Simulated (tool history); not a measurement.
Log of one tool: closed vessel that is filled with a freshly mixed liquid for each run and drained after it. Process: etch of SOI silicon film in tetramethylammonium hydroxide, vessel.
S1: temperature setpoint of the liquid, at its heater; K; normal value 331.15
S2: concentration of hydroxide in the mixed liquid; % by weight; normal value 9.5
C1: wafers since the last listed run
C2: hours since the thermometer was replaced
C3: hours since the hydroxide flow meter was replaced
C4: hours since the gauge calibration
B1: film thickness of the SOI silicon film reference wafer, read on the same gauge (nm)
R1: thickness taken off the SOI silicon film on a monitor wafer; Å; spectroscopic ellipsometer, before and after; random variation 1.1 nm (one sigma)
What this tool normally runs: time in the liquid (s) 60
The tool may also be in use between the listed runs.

Run 1, hour 0.0: usual settings; C1 0; C2 486.0; C3 525.5; C4 294.0; B1 100.02. Result: R1 2289.6 Å.
Run 2, hour 12.9: usual settings but S2 10.5 % by weight, time in the liquid (s) 45; C1 1518; C2 498.9; C3 538.4; C4 306.9; B1 99.99. Result: R1 1669.8 Å.
Run 3, hour 19.8: usual settings but S2 10.5 % by weight, time in the liquid (s) 45; C1 812; C2 505.8; C3 545.3; C4 313.8; B1 99.96. Result: R1 1656.4 Å.
Run 4, hour 33.9: usual settings; C1 1660; C2 519.9; C3 559.4; C4 327.9; B1 99.97. Result: R1 2299.2 Å.
Run 5, hour 47.3: usual settings; C1 1577; C2 533.3; C3 572.8; C4 341.3; B1 100.03. Result: R1 2308.4 Å.
Run 6, hour 79.5: usual settings but S1 334.15 K; C1 3791; C2 565.5; C3 605.0; C4 373.5; B1 99.97. Result: R1 2786.0 Å.
Run 7, hour 96.4: usual settings but S1 334.15 K; C1 1989; C2 582.4; C3 621.9; C4 390.4; B1 99.95. Result: R1 2773.0 Å.
Run 8, hour 104.4: usual settings but S1 334.15 K; C1 941; C2 590.4; C3 629.9; C4 398.4; B1 100.03. Result: R1 2766.8 Å.
At hour 114.1: gauge calibrated.
Run 9, hour 122.3: usual settings; C1 2107; C2 608.3; C3 647.8; C4 8.2; B1 100.00. Result: R1 2315.9 Å.
Run 10, hour 132.2: usual settings; C1 1165; C2 618.2; C3 657.7; C4 18.1; B1 100.02. Result: R1 2300.2 Å.
Run 11, hour 140.7: usual settings; C1 1000; C2 626.7; C3 666.2; C4 26.6; B1 100.05. Result: R1 2317.0 Å.
Run 12, hour 146.8: usual settings; C1 718; C2 632.8; C3 672.3; C4 32.7; B1 99.97. Result: R1 2314.3 Å.
Run 13, hour 159.6: usual settings; C1 1507; C2 645.6; C3 685.1; C4 45.5; B1 100.03. Result: R1 2301.8 Å.
Run 14, hour 175.3: usual settings but S1 338.15 K, time in the liquid (s) 90; C1 1848; C2 661.3; C3 700.8; C4 61.2; B1 100.02. Result: R1 5419.3 Å.
At hour 179.2: thermometer replaced.
Run 15, hour 184.5: usual settings; C1 965; C2 5.3; C3 710.0; C4 70.4; B1 99.96. Result: R1 2331.6 Å.
Run 16, hour 195.5: usual settings; C1 1295; C2 16.3; C3 721.0; C4 81.4; B1 100.00. Result: R1 2306.4 Å.
Run 17, hour 203.9: usual settings but S1 327.15 K, time in the liquid (s) 40; C1 988; C2 24.7; C3 729.4; C4 89.8; B1 100.00. Result: R1 1197.8 Å.
Run 18, hour 218.7: usual settings; C1 1742; C2 39.5; C3 744.2; C4 104.6; B1 100.02. Result: R1 2331.3 Å.
Run 19, hour 233.5: usual settings; C1 1742; C2 54.3; C3 759.0; C4 119.4; B1 100.03. Result: R1 2324.5 Å.
Run 20, hour 272.3: usual settings but S2 11.5 % by weight; C1 4568; C2 93.1; C3 797.8; C4 158.2; B1 99.99. Result: R1 2201.0 Å.
Run 21, hour 280.5: usual settings but S1 327.65 K, time in the liquid (s) 30; C1 965; C2 101.3; C3 806.0; C4 166.4; B1 99.98. Result: R1 926.6 Å.
Run 22, hour 294.8: usual settings but S1 333.65 K, time in the liquid (s) 30; C1 1683; C2 115.6; C3 820.3; C4 180.7; B1 99.97. Result: R1 1363.7 Å.
At hour 303.7: hydroxide flow meter replaced.
Run 23, hour 347.6: usual settings but S1 326.15 K, S2 10.5 % by weight, time in the liquid (s) 80; C1 6098; C2 168.4; C3 43.9; C4 233.5; B1 100.00. Result: R1 2076.9 Å.
Run 24, hour 357.2: usual settings but S1 323.15 K, S2 12.5 % by weight, time in the liquid (s) 50; C1 1130; C2 178.0; C3 53.5; C4 243.1; B1 100.02. Result: R1 988.9 Å.
Run 25, hour 365.9: usual settings but S2 12.0 % by weight, time in the liquid (s) 90; C1 1024; C2 186.7; C3 62.2; C4 251.8; B1 100.03. Result: R1 3061.9 Å.
Run 26, hour 372.4: usual settings but time in the liquid (s) 35; C1 765; C2 193.2; C3 68.7; C4 258.3; B1 100.00. Result: R1 1300.9 Å.
Run 27, hour 385.7: usual settings but S2 8.5 % by weight; C1 1565; C2 206.5; C3 82.0; C4 271.6; B1 100.04. Result: R1 2331.3 Å.
Run 28, hour 415.1: usual settings but S2 11.0 % by weight, time in the liquid (s) 90; C1 3461; C2 235.9; C3 111.4; C4 301.0; B1 100.03. Result: R1 3186.1 Å.
Run 29, hour 438.0: usual settings but S1 336.15 K, time in the liquid (s) 75; C1 2696; C2 258.8; C3 134.3; C4 323.9; B1 99.94. Result: R1 3816.8 Å.
Run 30, hour 445.1: usual settings but S1 336.15 K; C1 835; C2 265.9; C3 141.4; C4 331.0; B1 99.95. Result: R1 3069.7 Å.
Run 31, hour 452.7: usual settings; C1 894; C2 273.5; C3 149.0; C4 338.6; B1 100.01. Result: R1 2238.3 Å.
Run 32, hour 466.2: usual settings but S1 334.65 K, S2 6.5 % by weight, time in the liquid (s) 35; C1 1589; C2 287.0; C3 162.5; C4 352.1; B1 99.96. Result: R1 1822.6 Å.
Run 33, hour 475.1: usual settings but S1 334.65 K, time in the liquid (s) 90; C1 1047; C2 295.9; C3 171.4; C4 361.0; B1 100.02. Result: R1 4198.8 Å.

5 options for the next run, each taken on its own from the tool as it stands now. Forecast them:
Run A, hour 475.8: usual settings; C1 82; C2 296.6; C3 172.1; C4 361.7; B1 ?. Result: R1 ?.
Run B, hour 475.8: usual settings but time in the liquid (s) 85; C1 82; C2 296.6; C3 172.1; C4 361.7; B1 ?. Result: R1 ?.
Run C, hour 475.8: usual settings but time in the liquid (s) 40; C1 82; C2 296.6; C3 172.1; C4 361.7; B1 ?. Result: R1 ?.
Run D, hour 475.8: usual settings but S2 12.0 % by weight, time in the liquid (s) 85; C1 82; C2 296.6; C3 172.1; C4 361.7; B1 ?. Result: R1 ?.
Run E, hour 475.8: usual settings but S1 327.65 K; C1 82; C2 296.6; C3 172.1; C4 361.7; B1 ?. Result: R1 ?.

run     B1      R1
  A  99.99  2262.0
  B  99.99  3204.5
  C  99.99  1508.0
  D  99.99  2941.0
  E  99.99  1807.0
Stripped of hidden state, with their random variation kept, the same runs would have yielded:
run      R1
  A  2226.9
  B  3154.8
  C  1484.6
  D  2893.8
  E  1778.9
